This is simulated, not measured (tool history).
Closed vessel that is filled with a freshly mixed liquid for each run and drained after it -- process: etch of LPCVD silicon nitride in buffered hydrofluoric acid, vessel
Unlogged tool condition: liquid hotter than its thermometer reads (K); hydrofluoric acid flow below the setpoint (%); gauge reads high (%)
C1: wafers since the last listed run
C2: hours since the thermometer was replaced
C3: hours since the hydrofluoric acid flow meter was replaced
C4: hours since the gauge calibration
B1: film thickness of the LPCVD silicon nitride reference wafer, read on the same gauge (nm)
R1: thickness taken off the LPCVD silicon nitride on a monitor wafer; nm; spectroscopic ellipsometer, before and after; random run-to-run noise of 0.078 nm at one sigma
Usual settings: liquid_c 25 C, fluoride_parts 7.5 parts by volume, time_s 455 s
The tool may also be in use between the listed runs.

Run 1, day 0: usual settings; C1 0; C2 795.6; C3 1344.4; C4 1267.7; B1 40.03. Result: R1 9.07 nm.
Run 2, day 3.146: usual settings but liquid_c 27 C; C1 5054; C2 871.1; C3 1419.9; C4 1343.2; B1 39.97. Result: R1 10.13 nm.
At day 5.296: hydrofluoric acid flow meter replaced.
Run 3, day 7.096: usual settings but liquid_c 24 C; C1 6279; C2 965.9; C3 43.2; C4 1438; B1 40.01. Result: R1 8.55 nm.
Run 4, day 10.729: usual settings but fluoride_parts 6.5 parts by volume; C1 5837; C2 1053.1; C3 130.4; C4 1525.2; B1 40.01. Result: R1 10.39 nm.
Run 5, day 13.829: usual settings but fluoride_parts 6.5 parts by volume; C1 4980; C2 1127.5; C3 204.8; C4 1599.6; B1 40.02. Result: R1 10.44 nm.
Run 6, day 15.775: usual settings but fluoride_parts 6.5 parts by volume; C1 3126; C2 1174.2; C3 251.5; C4 1646.3; B1 40.02. Result: R1 10.42 nm.
Run 7, day 18.5: usual settings; C1 4378; C2 1239.6; C3 316.9; C4 1711.7; B1 40.03. Result: R1 9.19 nm.
Run 8, day 20.892: usual settings but liquid_c 22 C; C1 3842; C2 1297; C3 374.3; C4 1769.1; B1 39.98. Result: R1 7.74 nm.
Run 9, day 22.692: usual settings; C1 2891; C2 1340.2; C3 417.5; C4 1812.3; B1 40. Result: R1 9.18 nm.
At day 24.262: thermometer replaced.
Run 10, day 25.008: usual settings; C1 3655; C2 17.9; C3 473.1; C4 1867.9; B1 39.95. Result: R1 8.38 nm.
At day 27.804: gauge calibrated.
Run 11, day 28.225: usual settings; C1 5167; C2 95.1; C3 550.3; C4 10.1; B1 40. Result: R1 8.66 nm.
Run 12, day 30.288: usual settings; C1 3313; C2 144.6; C3 599.8; C4 59.6; B1 39.99. Result: R1 8.58 nm.
Run 13, day 34.362: usual settings; C1 6546; C2 242.4; C3 697.6; C4 157.4; B1 39.99. Result: R1 8.62 nm.
Run 14, day 37.908: usual settings but time_s 670 s; C1 5696; C2 327.5; C3 782.7; C4 242.5; B1 40.02. Result: R1 12.79 nm.
Run 15, day 40.804: usual settings but fluoride_parts 5 parts by volume, time_s 315 s; C1 4652; C2 397; C3 852.2; C4 312; B1 39.98. Result: R1 8.7 nm.
Run 16, day 44: usual settings but time_s 625 s; C1 5134; C2 473.7; C3 928.9; C4 388.7; B1 39.99. Result: R1 12.1 nm.
Run 17, day 46.288: usual settings but liquid_c 23.5 C; C1 3675; C2 528.6; C3 983.8; C4 443.6; B1 39.98. Result: R1 7.93 nm.
Run 18, day 49.05: usual settings; C1 4438; C2 594.9; C3 1050.1; C4 509.9; B1 40. Result: R1 8.86 nm.
Run 19, day 50.771: usual settings but fluoride_parts 5 parts by volume, time_s 575 s; C1 2764; C2 636.2; C3 1091.4; C4 551.2; B1 40.01. Result: R1 15.91 nm.
Run 20, day 52.829: usual settings but liquid_c 29.5 C; C1 3306; C2 685.6; C3 1140.8; C4 600.6; B1 39.96. Result: R1 11.25 nm.
Run 21, day 55.462: usual settings but liquid_c 27.5 C, fluoride_parts 10 parts by volume, time_s 565 s; C1 4230; C2 748.8; C3 1204; C4 663.8; B1 39.98. Result: R1 9.77 nm.
Run 22, day 57.517: usual settings but fluoride_parts 8.5 parts by volume, time_s 300 s; C1 3300; C2 798.1; C3 1253.3; C4 713.1; B1 39.98. Result: R1 5.16 nm.
At day 59.412: hydrofluoric acid flow meter replaced.
Run 23, day 61.158: usual settings; C1 5783; C2 885.5; C3 41.9; C4 800.5; B1 40.02. Result: R1 8.92 nm.
Run 24, day 63.471: usual settings but liquid_c 29.5 C, time_s 570 s; C1 3715; C2 941; C3 97.4; C4 856; B1 40.01. Result: R1 14.36 nm.
Run 25, day 67.775: usual settings but fluoride_parts 5 parts by volume, time_s 265 s; C1 6915; C2 1044.3; C3 200.7; C4 959.3; B1 39.98. Result: R1 7.53 nm.
Run 26, day 71.633: usual settings but liquid_c 26.5 C, fluoride_parts 6 parts by volume, time_s 355 s; C1 6198; C2 1136.9; C3 293.3; C4 1051.9; B1 40. Result: R1 9.44 nm.
Run 27, day 73.175: usual settings but fluoride_parts 8.5 parts by volume; C1 2476; C2 1173.9; C3 330.3; C4 1088.9; B1 40. Result: R1 7.88 nm.
Run 28, day 76.625: usual settings; C1 5542; C2 1256.7; C3 413.1; C4 1171.7; B1 40.01. Result: R1 9.18 nm.
At day 78.417: thermometer replaced.
Run 29, day 80.3: usual settings but liquid_c 28 C, fluoride_parts 5.5 parts by volume, time_s 665 s; C1 5837; C2 45.2; C3 501.3; C4 1259.9; B1 40.01. Result: R1 19.47 nm.
Run 30, day 84.271: usual settings but liquid_c 29.5 C, time_s 570 s; C1 6379; C2 140.5; C3 596.6; C4 1355.2; B1 40.01. Result: R1 13.82 nm.
Run 31, day 87.762: usual settings; C1 5609; C2 224.3; C3 680.4; C4 1439; B1 39.98. Result: R1 8.47 nm.

Branching from run 31: 5 alternative next runs. What would each branch give?
Run A, day 87.796: usual settings; C1 53; C2 225.1; C3 681.2; C4 1439.8; B1 ?. Result: R1 ?.
Run B, day 87.796: usual settings but time_s 255 s; C1 53; C2 225.1; C3 681.2; C4 1439.8; B1 ?. Result: R1 ?.
Run C, day 87.796: usual settings but liquid_c 29 C, fluoride_parts 5 parts by volume, time_s 545 s; C1 53; C2 225.1; C3 681.2; C4 1439.8; B1 ?. Result: R1 ?.
Run D, day 87.796: usual settings but fluoride_parts 6 parts by volume; C1 53; C2 225.1; C3 681.2; C4 1439.8; B1 ?. Result: R1 ?.
Run E, day 87.796: usual settings but fluoride_parts 5 parts by volume; C1 53; C2 225.1; C3 681.2; C4 1439.8; B1 ?. Result: R1 ?.

run     B1     R1
  A  40.01    8.6
  B  40.01   4.82
  C  40.01   18.3
  D  40.01  10.58
  E  40.01  12.35
The same runs, with their run-to-run variation unchanged, on a tool lacking any hidden condition would have given:
run     R1
  A   8.45
  B   4.74
  C     18
  D  10.41
  E  12.14
